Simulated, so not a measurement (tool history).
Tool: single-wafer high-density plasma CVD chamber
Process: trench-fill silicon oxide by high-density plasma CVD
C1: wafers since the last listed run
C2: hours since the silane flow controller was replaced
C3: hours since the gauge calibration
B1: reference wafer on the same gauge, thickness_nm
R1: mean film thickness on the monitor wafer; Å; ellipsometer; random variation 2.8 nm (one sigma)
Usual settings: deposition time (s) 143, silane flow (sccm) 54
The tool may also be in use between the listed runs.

run 1 hour=0 | deposition_time_(s)=143 silane_flow_(sccm)=54 | C1=0 C2=2868.6 C3=1072.2 | B1=783.677 | R1=7700.49
run 2 hour=45.2 | deposition_time_(s)=143 silane_flow_(sccm)=54 | C1=369 C2=2913.8 C3=1117.4 | B1=783.836 | R1=7607.19
run 3 hour=105 | deposition_time_(s)=143 silane_flow_(sccm)=54 | C1=489 C2=2973.6 C3=1177.2 | B1=783.572 | R1=7621.41
run 4 hour=141.5 | deposition_time_(s)=143 silane_flow_(sccm)=54 | C1=298 C2=3010.1 C3=1213.7 | B1=784.048 | R1=7610.06
run 5 hour=206.8 | deposition_time_(s)=143 silane_flow_(sccm)=54 | C1=534 C2=3075.4 C3=1279 | B1=784.176 | R1=7620.14
run 6 hour=252.7 | deposition_time_(s)=143 silane_flow_(sccm)=54 | C1=375 C2=3121.3 C3=1324.9 | B1=783.897 | R1=7637.24
run 7 hour=309.6 | deposition_time_(s)=143 silane_flow_(sccm)=54 | C1=465 C2=3178.2 C3=1381.8 | B1=784.217 | R1=7643.61
run 8 hour=370.2 | deposition_time_(s)=143 silane_flow_(sccm)=54 | C1=495 C2=3238.8 C3=1442.4 | B1=784.479 | R1=7616.83
run 9 hour=408.8 | deposition_time_(s)=155 silane_flow_(sccm)=57 | C1=315 C2=3277.4 C3=1481 | B1=784.274 | R1=8590.89
run 10 hour=436.8 | deposition_time_(s)=136 silane_flow_(sccm)=54 | C1=229 C2=3305.4 C3=1509 | B1=783.846 | R1=7325.78
run 11 hour=486 | deposition_time_(s)=143 silane_flow_(sccm)=54 | C1=402 C2=3354.6 C3=1558.2 | B1=783.673 | R1=7571.49
-- hour=622.3 gauge calibrated
run 12 hour=672.6 | deposition_time_(s)=143 silane_flow_(sccm)=54 | C1=1526 C2=3541.2 C3=50.3 | B1=783.814 | R1=7656.63
run 13 hour=733.7 | deposition_time_(s)=143 silane_flow_(sccm)=54 | C1=499 C2=3602.3 C3=111.4 | B1=784.398 | R1=7621.01
run 14 hour=772.6 | deposition_time_(s)=143 silane_flow_(sccm)=54 | C1=318 C2=3641.2 C3=150.3 | B1=784.233 | R1=7668.51
run 15 hour=817.2 | deposition_time_(s)=154 silane_flow_(sccm)=48 | C1=364 C2=3685.8 C3=194.9 | B1=784.346 | R1=7540.71
run 16 hour=869.7 | deposition_time_(s)=170 silane_flow_(sccm)=54 | C1=429 C2=3738.3 C3=247.4 | B1=783.816 | R1=9055.54
run 17 hour=921.5 | deposition_time_(s)=143 silane_flow_(sccm)=54 | C1=423 C2=3790.1 C3=299.2 | B1=784.031 | R1=7659.05
run 18 hour=986 | deposition_time_(s)=165 silane_flow_(sccm)=54 | C1=527 C2=3854.6 C3=363.7 | B1=783.824 | R1=8799.21
run 19 hour=1054.1 | deposition_time_(s)=163 silane_flow_(sccm)=51 | C1=557 C2=3922.7 C3=431.8 | B1=784.695 | R1=8390.43
-- hour=1083.4 silane flow controller replaced
run 20 hour=1106.9 | deposition_time_(s)=143 silane_flow_(sccm)=54 | C1=366 C2=23.5 C3=484.6 | B1=784.19 | R1=7379
run 21 hour=1173.3 | deposition_time_(s)=123 silane_flow_(sccm)=44 | C1=543 C2=89.9 C3=551 | B1=784.051 | R1=5494.59
run 22 hour=1233.5 | deposition_time_(s)=121 silane_flow_(sccm)=65 | C1=492 C2=150.1 C3=611.2 | B1=783.881 | R1=7162.57
run 23 hour=1258.6 | deposition_time_(s)=143 silane_flow_(sccm)=61 | C1=205 C2=175.2 C3=636.3 | B1=784.104 | R1=8086.57
run 24 hour=1308.7 | deposition_time_(s)=136 silane_flow_(sccm)=63 | C1=409 C2=225.3 C3=686.4 | B1=783.901 | R1=7892.95
run 25 hour=1351.2 | deposition_time_(s)=130 silane_flow_(sccm)=59 | C1=347 C2=267.8 C3=728.9 | B1=783.664 | R1=7201.28
run 26 hour=1395.5 | deposition_time_(s)=155 silane_flow_(sccm)=57 | C1=362 C2=312.1 C3=773.2 | B1=783.547 | R1=8371.37
run 27 hour=1465.5 | deposition_time_(s)=136 silane_flow_(sccm)=62 | C1=572 C2=382.1 C3=843.2 | B1=783.849 | R1=7818.45
run 28 hour=1519.2 | deposition_time_(s)=162 silane_flow_(sccm)=49 | C1=439 C2=435.8 C3=896.9 | B1=784.166 | R1=7900.8
run 29 hour=1590 | deposition_time_(s)=160 silane_flow_(sccm)=54 | C1=579 C2=506.6 C3=967.7 | B1=784.003 | R1=8355.76

Hidden state or all else? Some run-to-run changes of R1, split into what the settings, what came in and random variation would give without the hidden state, and what is left for the hidden state (with any gauge scatter that isn't in both results):
The hidden state here: delivered silane flow above the setpoint (%); gauge reads high (%).
Run 15 -> 16: deposition time (s) 154 -> 170, silane flow (sccm) 48 -> 54. R1 +1514.83 Å: hidden state +55.41, all else +1459.42.
Run 19 -> 20: deposition time (s) 163 -> 143, silane flow (sccm) 51 -> 54, silane flow controller replaced. R1 -1011.43 Å: hidden state -304.03, all else -707.4.
Run 20 -> 21: deposition time (s) 143 -> 123, silane flow (sccm) 54 -> 44. R1 -1884.41 Å: hidden state +12.93, all else -1897.34.
Run 21 -> 22: deposition time (s) 123 -> 121, silane flow (sccm) 44 -> 65. R1 +1667.98 Å: hidden state +19.35, all else +1648.63.
